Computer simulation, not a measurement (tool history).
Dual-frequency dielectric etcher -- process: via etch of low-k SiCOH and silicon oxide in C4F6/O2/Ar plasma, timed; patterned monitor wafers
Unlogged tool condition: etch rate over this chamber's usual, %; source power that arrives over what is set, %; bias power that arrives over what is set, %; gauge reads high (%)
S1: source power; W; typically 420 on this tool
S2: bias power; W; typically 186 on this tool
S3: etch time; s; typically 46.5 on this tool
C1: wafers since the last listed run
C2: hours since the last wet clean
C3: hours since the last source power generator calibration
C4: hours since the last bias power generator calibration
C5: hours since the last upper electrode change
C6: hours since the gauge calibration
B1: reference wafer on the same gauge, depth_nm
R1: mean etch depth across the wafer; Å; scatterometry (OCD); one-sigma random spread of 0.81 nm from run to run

run 1 hour=0 | S1=480 S2=154 S3=46.5 | C1=0 C2=132.8 C3=4310.8 C4=2824.7 C5=4724.9 C6=328.3 | B1=148 | R1=1321
-- hour=27.6 gauge calibrated
run 2 hour=30.3 | S1=480 S2=154 S3=46.5 | C1=499 C2=163.1 C3=4341.1 C4=2855 C5=4755.2 C6=2.7 | B1=148 | R1=1315
run 3 hour=57.2 | S1=480 S2=154 S3=46.5 | C1=443 C2=190 C3=4368 C4=2881.9 C5=4782.1 C6=29.6 | B1=148 | R1=1298
run 4 hour=88.6 | S1=420 S2=186 S3=46.5 | C1=517 C2=221.4 C3=4399.4 C4=2913.3 C5=4813.5 C6=61 | B1=148.3 | R1=1367
run 5 hour=125.3 | S1=420 S2=186 S3=46.5 | C1=604 C2=258.1 C3=4436.1 C4=2950 C5=4850.2 C6=97.7 | B1=148.4 | R1=1360
run 6 hour=159.3 | S1=420 S2=186 S3=46.5 | C1=560 C2=292.1 C3=4470.1 C4=2984 C5=4884.2 C6=131.7 | B1=148.2 | R1=1364
run 7 hour=196.6 | S1=350 S2=186 S3=46.5 | C1=614 C2=329.4 C3=4507.4 C4=3021.3 C5=4921.5 C6=169 | B1=147.6 | R1=1291
run 8 hour=266.4 | S1=370 S2=141 S3=38.5 | C1=1149 C2=399.2 C3=4577.2 C4=3091.1 C5=4991.3 C6=238.8 | B1=148 | R1=950
run 9 hour=319.9 | S1=390 S2=186 S3=50 | C1=881 C2=452.7 C3=4630.7 C4=3144.6 C5=5044.8 C6=292.3 | B1=148 | R1=1416
-- hour=346.2 bias power generator calibrated
-- hour=375.2 wet clean of the chamber
run 10 hour=384.8 | S1=420 S2=224 S3=46.5 | C1=607 C2=9.6 C3=4695.6 C4=38.6 C5=5109.7 C6=357.2 | B1=148.2 | R1=1505
run 11 hour=416.7 | S1=420 S2=211 S3=51.5 | C1=525 C2=41.5 C3=4727.5 C4=70.5 C5=5141.6 C6=389.1 | B1=148.2 | R1=1621
-- hour=428.4 gauge calibrated
-- hour=452.4 source power generator calibrated
-- hour=479.9 upper electrode replaced
run 12 hour=480.4 | S1=420 S2=215 S3=52.5 | C1=588 C2=105.2 C3=28 C4=134.2 C5=0.5 C6=52 | B1=147.7 | R1=1661
run 13 hour=538.9 | S1=420 S2=186 S3=46.5 | C1=963 C2=163.7 C3=86.5 C4=192.7 C5=59 C6=110.5 | B1=148 | R1=1366
run 14 hour=586.9 | S1=420 S2=186 S3=46.5 | C1=790 C2=211.7 C3=134.5 C4=240.7 C5=107 C6=158.5 | B1=148.1 | R1=1358
run 15 hour=612.4 | S1=390 S2=173 S3=46.5 | C1=420 C2=237.2 C3=160 C4=266.2 C5=132.5 C6=184 | B1=148.3 | R1=1297

Each row is a separate what-if for the run after 15, all from the same tool condition, not one after another. Results?
run A hour=612.8 | S1=390 S2=186 S3=46.5 | C1=6 C2=237.6 C3=160.4 C4=266.6 C5=132.9 C6=184.4 | B1=? | R1=?
run B hour=612.8 | S1=480 S2=223 S3=46.5 | C1=6 C2=237.6 C3=160.4 C4=266.6 C5=132.9 C6=184.4 | B1=? | R1=?
run C hour=612.8 | S1=370 S2=219 S3=51 | C1=6 C2=237.6 C3=160.4 C4=266.6 C5=132.9 C6=184.4 | B1=? | R1=?
run D hour=612.8 | S1=350 S2=147 S3=35 | C1=6 C2=237.6 C3=160.4 C4=266.6 C5=132.9 C6=184.4 | B1=? | R1=?
run E hour=612.8 | S1=420 S2=162 S3=46.5 | C1=6 C2=237.6 C3=160.4 C4=266.6 C5=132.9 C6=184.4 | B1=? | R1=?

run=A B1=147.6 R1=1329
run=B B1=147.6 R1=1519
run=C B1=147.6 R1=1541
run=D B1=147.6 R1=878
run=E B1=147.6 R1=1278
Without the tool's hidden state the same runs would have given:
run=A R1=1362
run=B R1=1557
run=C R1=1580
run=D R1=900
run=E R1=1310
